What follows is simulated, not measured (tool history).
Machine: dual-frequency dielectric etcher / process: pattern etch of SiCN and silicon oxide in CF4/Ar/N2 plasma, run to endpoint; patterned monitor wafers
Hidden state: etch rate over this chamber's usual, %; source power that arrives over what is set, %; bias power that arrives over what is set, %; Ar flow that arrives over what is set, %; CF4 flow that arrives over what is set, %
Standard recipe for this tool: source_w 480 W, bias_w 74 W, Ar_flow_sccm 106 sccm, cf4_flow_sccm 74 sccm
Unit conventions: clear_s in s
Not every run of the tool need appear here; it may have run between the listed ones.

run     day  source_w  bias_w  Ar_flow_sccm  cf4_flow_sccm  wafers since the last listed run  hours since the last wet clean  hours since the last source power generator calibration  hours since the last bias power generator calibration  hours since the last Ar flow controller change  hours since the last CF4 flow controller change  hours since the last upper electrode change  incoming incoming film thickness, nm  clear_s
  1   0.000       480      74           106             74                                 0                           145.6                                                   2101.3                                                 1983.1                                          5212.3                                           5047.5                                       3842.4                                  8.42      9.1
  2   2.496       480      74           122             65                               977                           205.5                                                   2161.2                                                 2043.0                                          5272.2                                           5107.4                                       3902.3                                  8.46      9.6
  3   4.612       480      74           122             65                               828                           256.3                                                   2212.0                                                 2093.8                                          5323.0                                           5158.2                                       3953.1                                  8.40      9.6
      5.279  -- Ar flow controller replaced
  4   5.675       480      74           122             65                               318                           281.8                                                   2237.5                                                 2119.3                                             9.5                                           5183.7                                       3978.6                                  8.48      9.7
  5   7.200       480      62           113             74                               597                           318.4                                                   2274.1                                                 2155.9                                            46.1                                           5220.3                                       4015.2                                  8.41      9.9
  6   9.992       550      68            86             87                              1093                           385.4                                                   2341.1                                                 2222.9                                           113.1                                           5287.3                                       4082.2                                  8.37      8.3
     12.129  -- wet clean of the chamber
  7  12.150       480      74           106             74                               453                             0.5                                                   2392.9                                                 2274.7                                           164.9                                           5339.1                                       4134.0                                  8.42      9.0
  8  12.579       480      74           119             74                               168                            10.8                                                   2403.2                                                 2285.0                                           175.2                                           5349.4                                       4144.3                                  8.47      9.2
  9  15.129       480      74           106             74                               998                            72.0                                                   2464.4                                                 2346.2                                           236.4                                           5410.6                                       4205.5                                  8.51      9.1
 10  16.188       480      74           106             74                               414                            97.4                                                   2489.8                                                 2371.6                                           261.8                                           5436.0                                       4230.9                                  8.44      9.1
     18.221  -- upper electrode replaced
 11  18.817       400      59            82             68                               637                           160.5                                                   2552.9                                                 2434.7                                           324.9                                           5499.1                                         14.3                                  8.43     10.8
 12  21.129       590      82            98             67                               905                           216.0                                                   2608.4                                                 2490.2                                           380.4                                           5554.6                                         69.8                                  8.27      7.4
     22.721  -- source power generator calibrated
 13  23.946       480      85            80             69                              1037                           283.6                                                     29.4                                                 2557.8                                           448.0                                           5622.2                                        137.4                                  8.40      8.5
     24.512  -- bias power generator calibrated
     25.492  -- CF4 flow controller replaced
 14  25.546       480      74           116             74                               463                           322.0                                                     67.8                                                   24.8                                           486.4                                              1.3                                        175.8                                  8.46      9.4
     27.742  -- wet clean of the chamber
 15  28.125       480      74           106             74                               618                             9.2                                                    129.7                                                   86.7                                           548.3                                             63.2                                        237.7                                  8.46      9.0
 16  30.521       510      79           117             74                               938                            66.7                                                    187.2                                                  144.2                                           605.8                                            120.7                                        295.2                                  8.35      8.4
 17  31.692       480      74           106             74                               458                            94.8                                                    215.3                                                  172.3                                           633.9                                            148.8                                        323.3                                  8.27      8.8
 18  34.629       430      74           131             74                              1150                           165.3                                                    285.8                                                  242.8                                           704.4                                            219.3                                        393.8                                  8.43     10.1
 19  36.896       480      74           106             74                               887                           219.7                                                    340.2                                                  297.2                                           758.8                                            273.7                                        448.2                                  8.40      9.1
 20  39.350       400      74           113             89                               960                           278.6                                                    399.1                                                  356.1                                           817.7                                            332.6                                        507.1                                  8.48     10.4
 21  41.821       440      74           106             81                               967                           337.9                                                    458.4                                                  415.4                                           877.0                                            391.9                                        566.4                                  8.36      9.8
     43.742  -- wet clean of the chamber
 22  44.488       580      74           122             61                               652                            17.9                                                    522.4                                                  479.4                                           941.0                                            455.9                                        630.4                                  8.35      8.2
 23  49.421       480      74           106             74                              1931                           136.3                                                    640.8                                                  597.8                                          1059.4                                            574.3                                        748.8                                  8.44      9.1

Same runs, no hidden state in the tool, same run-to-run variation:
run  clear_s
  1      9.0
  2      9.4
  3      9.3
  4      9.4
  5      9.6
  6      7.9
  7      9.0
  8      9.2
  9      9.0
 10      9.0
 11     10.7
 12      7.3
 13      8.3
 14      9.1
 15      9.0
 16      8.3
 17      8.7
 18     10.0
 19      8.9
 20     10.2
 21      9.4
 22      8.1
 23      9.0
